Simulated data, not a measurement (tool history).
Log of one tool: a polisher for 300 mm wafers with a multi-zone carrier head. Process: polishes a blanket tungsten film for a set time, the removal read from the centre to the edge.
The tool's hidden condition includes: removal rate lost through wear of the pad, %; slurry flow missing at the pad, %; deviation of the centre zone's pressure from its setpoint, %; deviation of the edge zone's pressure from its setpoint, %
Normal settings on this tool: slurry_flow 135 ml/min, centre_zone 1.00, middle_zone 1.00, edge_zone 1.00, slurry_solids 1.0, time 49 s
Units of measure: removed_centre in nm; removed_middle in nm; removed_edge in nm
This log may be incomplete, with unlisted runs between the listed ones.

run,hour,slurry_flow,centre_zone,middle_zone,edge_zone,slurry_solids,time,wafers since the last listed run,wafers polished on this pad,hours since the slurry nozzle was cleaned,hours since the centre zone pressure was calibrated,hours since the edge zone pressure was calibrated,hours since the carrier head's membrane was replaced,"incoming thickness of the incoming film, nm",removed_centre,removed_middle,removed_edge
1,0.0,135,1.09,1.00,1.00,1.0,49,0,378,112.8,20.3,153.8,11.1,706.0,227.7,206.5,205.4
2,6.6,135,1.00,1.00,0.96,1.0,39,91,469,119.4,26.9,160.4,17.7,707.9,168.8,168.9,160.2
3,23.3,135,1.00,1.00,1.00,1.0,49,231,701,136.1,43.6,177.1,34.4,693.1,213.9,214.9,212.7
4,40.2,135,1.06,1.00,1.00,1.0,49,234,936,153.0,60.5,194.0,51.3,707.4,230.7,209.2,205.0
5,57.8,135,1.00,1.00,1.03,1.0,49,244,1180,170.6,78.1,211.6,68.9,701.6,216.0,217.6,213.8
6,63.9,135,1.00,1.00,1.00,1.0,49,84,1264,176.7,84.2,217.7,75.0,700.7,218.7,214.0,207.9
7,71.5,135,1.00,1.00,1.00,1.0,49,105,1370,184.3,91.8,225.3,82.6,712.0,221.4,209.9,208.6
8,83.7,135,1.00,1.04,1.00,1.0,49,169,1539,196.5,104.0,237.5,94.8,687.8,223.1,220.0,208.8
9,91.9,95,1.06,1.00,1.00,1.0,37,113,1653,204.7,112.2,245.7,103.0,690.2,157.2,143.2,148.1
10,106.1,135,1.00,0.89,1.00,1.0,39,197,1850,218.9,126.4,259.9,117.2,693.5,176.7,153.5,169.2
# hour 111.3: worn pad replaced by a new one
11,128.2,135,1.04,1.00,1.00,1.0,49,251,233,241.0,148.5,282.0,139.3,697.1,230.9,216.3,210.8
12,142.7,160,0.96,1.00,1.00,1.0,49,201,435,255.5,163.0,296.5,153.8,705.8,229.1,220.7,214.4
13,150.9,135,1.00,1.00,1.00,1.0,35,113,548,263.7,171.2,304.7,162.0,693.3,160.8,150.0,148.8
14,162.0,135,1.04,0.89,1.00,1.0,49,154,703,274.8,182.3,315.8,173.1,698.6,234.5,192.9,208.5
15,179.2,135,1.00,1.00,1.00,1.0,49,238,941,292.0,199.5,333.0,190.3,691.5,232.0,206.8,212.1
16,192.8,135,1.00,0.91,1.00,1.2,49,188,1130,305.6,213.1,346.6,203.9,709.2,235.2,198.7,211.8
17,208.5,135,1.00,1.00,0.96,1.0,39,217,1348,321.3,228.8,362.3,219.6,699.2,182.1,166.7,164.1
18,218.5,135,1.00,1.00,0.94,1.0,49,138,1487,331.3,238.8,372.3,229.6,696.4,230.1,211.6,208.0
# hour 225.9: worn pad replaced by a new one
19,232.7,135,1.00,1.00,1.00,1.0,49,141,94,345.5,253.0,386.5,243.8,702.1,233.1,206.5,206.4
20,262.0,135,1.00,1.00,1.00,1.0,49,406,501,374.8,282.3,415.8,273.1,707.3,232.9,208.6,207.5
21,276.4,175,1.00,1.00,1.05,1.0,49,199,701,389.2,296.7,430.2,287.5,697.6,249.2,223.1,221.4

Branching from run 21: 5 alternative next runs. What would each branch give?
A,276.8,135,1.00,1.00,0.90,1.0,49,5,706,389.6,297.1,430.6,287.9,697.5,?,?,?
B,276.8,135,1.00,1.00,0.95,1.0,49,5,706,389.6,297.1,430.6,287.9,697.5,?,?,?
C,276.8,160,1.00,1.00,1.09,1.0,49,5,706,389.6,297.1,430.6,287.9,697.5,?,?,?
D,276.8,135,1.00,1.00,1.00,1.0,62,5,706,389.6,297.1,430.6,287.9,697.5,?,?,?
E,276.8,115,1.00,1.00,0.90,1.0,61,5,706,389.6,297.1,430.6,287.9,697.5,?,?,?

run,removed_centre,removed_middle,removed_edge
A,235.1,211.3,197.0
B,235.1,211.2,201.3
C,244.8,218.9,218.6
D,297.5,267.3,260.0
E,279.5,252.5,238.4
Without the tool's hidden state the same runs would have given:
run,removed_centre,removed_middle,removed_edge
A,215.7,211.4,197.0
B,215.7,211.3,201.3
C,224.6,219.0,218.6
D,272.9,267.4,260.0
E,256.3,252.6,238.4
